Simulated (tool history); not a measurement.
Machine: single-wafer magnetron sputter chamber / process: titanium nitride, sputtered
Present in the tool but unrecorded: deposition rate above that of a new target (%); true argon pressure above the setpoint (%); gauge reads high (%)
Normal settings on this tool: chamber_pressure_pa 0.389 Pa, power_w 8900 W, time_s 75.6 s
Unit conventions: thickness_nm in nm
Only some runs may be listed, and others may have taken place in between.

run,hour,chamber_pressure_pa,power_w,time_s,wafers since the last listed run,wafers on the sputter target,hours since the last manometer calibration,hours since the magnet pack was replaced,hours since the gauge calibration,"read-back reference wafer on the same gauge, thickness_nm",thickness_nm
1,0.0,0.509,8900,75.6,0,3208,112.1,9703.0,537.2,142.948,115.598
# hour 10.6: sputter target and shields replaced
2,61.1,0.463,8900,66.8,508,483,173.2,9764.1,598.3,143.172,107.135
3,103.6,0.463,8900,66.8,406,889,215.7,9806.6,640.8,143.149,107.926
4,132.5,0.463,8900,66.8,276,1166,244.6,9835.5,669.7,143.020,106.828
5,190.2,0.389,8900,75.6,552,1719,302.3,9893.2,727.4,142.960,123.963
6,226.5,0.389,8900,75.6,347,2066,338.6,9929.5,763.7,142.796,124.100
7,282.8,0.389,8900,75.6,539,2605,394.9,9985.8,820.0,142.821,122.288
8,330.1,0.389,8900,75.6,452,3058,442.2,10033.1,867.3,143.013,122.756
9,358.7,0.456,8900,75.6,273,3332,470.8,10061.7,895.9,143.071,119.550
# hour 368.5: sputter target and shields replaced
10,397.3,0.456,8900,75.6,292,275,509.4,10100.3,934.5,143.116,123.082
11,464.9,0.389,8900,75.6,647,922,577.0,10167.9,1002.1,142.951,125.385
12,502.6,0.389,8900,75.6,360,1283,614.7,10205.6,1039.8,143.007,124.997
13,539.5,0.389,8900,75.6,353,1637,651.6,10242.5,1076.7,142.986,125.250
14,566.0,0.389,10400,75.6,253,1890,678.1,10269.0,1103.2,142.950,138.705
# hour 576.3: magnet pack replaced
15,630.3,0.389,10400,75.6,539,2429,742.4,54.0,1167.5,142.910,138.372
16,695.1,0.389,8900,72.0,620,3050,807.2,118.8,1232.3,142.946,116.900
17,761.6,0.389,8900,84.0,636,3686,873.7,185.3,1298.8,142.987,135.729
# hour 797.6: sputter target and shields replaced
18,809.4,0.389,8900,75.6,381,112,921.5,233.1,1346.6,142.936,127.090
19,863.7,0.538,8900,75.6,519,632,975.8,287.4,1400.9,143.065,120.438
# hour 902.9: gauge calibrated
20,911.6,0.301,8350,61.5,458,1091,1023.7,335.3,8.7,143.104,101.035
21,965.0,0.298,9650,88.3,511,1602,1077.1,388.7,62.1,143.021,159.582
22,1000.0,0.389,10400,75.6,335,1937,1112.1,423.7,97.1,142.926,138.258
23,1027.5,0.389,7050,80.0,263,2201,1139.6,451.2,124.6,143.101,113.054
24,1090.7,0.509,8900,75.6,605,2806,1202.8,514.4,187.8,143.217,118.133
25,1132.0,0.479,8900,61.1,395,3201,1244.1,555.7,229.1,142.994,96.256
26,1157.6,0.389,10450,82.5,245,3446,1269.7,581.3,254.7,142.993,149.900
# hour 1232.6: sputter target and shields replaced
27,1311.9,0.389,8000,80.7,1400,758,1424.0,735.6,409.0,142.869,125.444
28,1362.1,0.463,8900,66.8,480,1239,1474.2,785.8,459.2,143.044,109.012
# hour 1405.3: capacitance manometer re-zeroed and calibrated
29,1405.8,0.512,6700,79.8,341,1581,0.5,829.5,502.9,143.097,102.369
30,1463.8,0.389,8900,75.6,555,2136,58.5,887.5,560.9,143.104,122.051
31,1571.9,0.433,8900,75.6,1035,3171,166.6,995.6,669.0,142.865,118.220
32,1605.9,0.389,11100,75.6,325,3497,200.6,1029.6,703.0,143.010,140.519
# hour 1645.1: sputter target and shields replaced
33,1675.3,0.389,8900,84.0,587,289,270.0,1099.0,772.4,142.975,138.905
34,1831.6,0.389,8900,90.1,1496,1785,426.3,1255.3,928.7,142.978,147.383

Describe how what the log doesn't record of the tool's condition differs between the last listed run preceding each entry between runs and the first listed run following it.
Logged between run 1 and run 2: sputter target and shields replaced (hour 10.6)
  deposition rate above that of a new target (%): -3.8 -> -0.558; true argon pressure above the setpoint (%): -0.795 -> -1.38
  difference, measured minus the result without the unlogged condition, thickness_nm: -4.381 -> -0.342 nm
Logged between run 9 and run 10: sputter target and shields replaced (hour 368.5)
  deposition rate above that of a new target (%): -3.66 -> -0.377; true argon pressure above the setpoint (%): -4.24 -> -4.61
  difference, measured minus the result without the unlogged condition, thickness_nm: -3.640 -> +0.513 nm
Logged between run 14 and run 15: magnet pack replaced (hour 576.3)
  deposition rate above that of a new target (%): -2.14 -> -2.81; true argon pressure above the setpoint (%): -6.23 -> -6.85
  difference, measured minus the result without the unlogged condition, thickness_nm: -1.726 -> -2.559 nm
Logged between run 17 and run 18: sputter target and shields replaced (hour 797.6)
  deposition rate above that of a new target (%): -4.18 -> -0.552; true argon pressure above the setpoint (%): -8.11 -> -8.57
  difference, measured minus the result without the unlogged condition, thickness_nm: -4.224 -> +0.905 nm
Logged between run 19 and run 20: gauge calibrated (hour 902.9)
  deposition rate above that of a new target (%): -1.12 -> -1.62; true argon pressure above the setpoint (%): -9.09 -> -9.55
  difference, measured minus the result without the unlogged condition, thickness_nm: +0.858 -> -0.541 nm
Logged between run 26 and run 27: sputter target and shields replaced (hour 1232.6)
  deposition rate above that of a new target (%): -4.18 -> -1.36; true argon pressure above the setpoint (%): -11.9 -> -13.4
  difference, measured minus the result without the unlogged condition, thickness_nm: -3.807 -> +0.773 nm
Logged between run 28 and run 29: capacitance manometer re-zeroed and calibrated (hour 1405.3)
  deposition rate above that of a new target (%): -1.88 -> -2.34; true argon pressure above the setpoint (%): -13.9 -> 1.55
  difference, measured minus the result without the unlogged condition, thickness_nm: +0.583 -> -2.762 nm
Logged between run 32 and run 33: sputter target and shields replaced (hour 1645.1)
  deposition rate above that of a new target (%): -4.42 -> -0.788; true argon pressure above the setpoint (%): -0.375 -> -1.04
  difference, measured minus the result without the unlogged condition, thickness_nm: -6.424 -> -0.888 nm
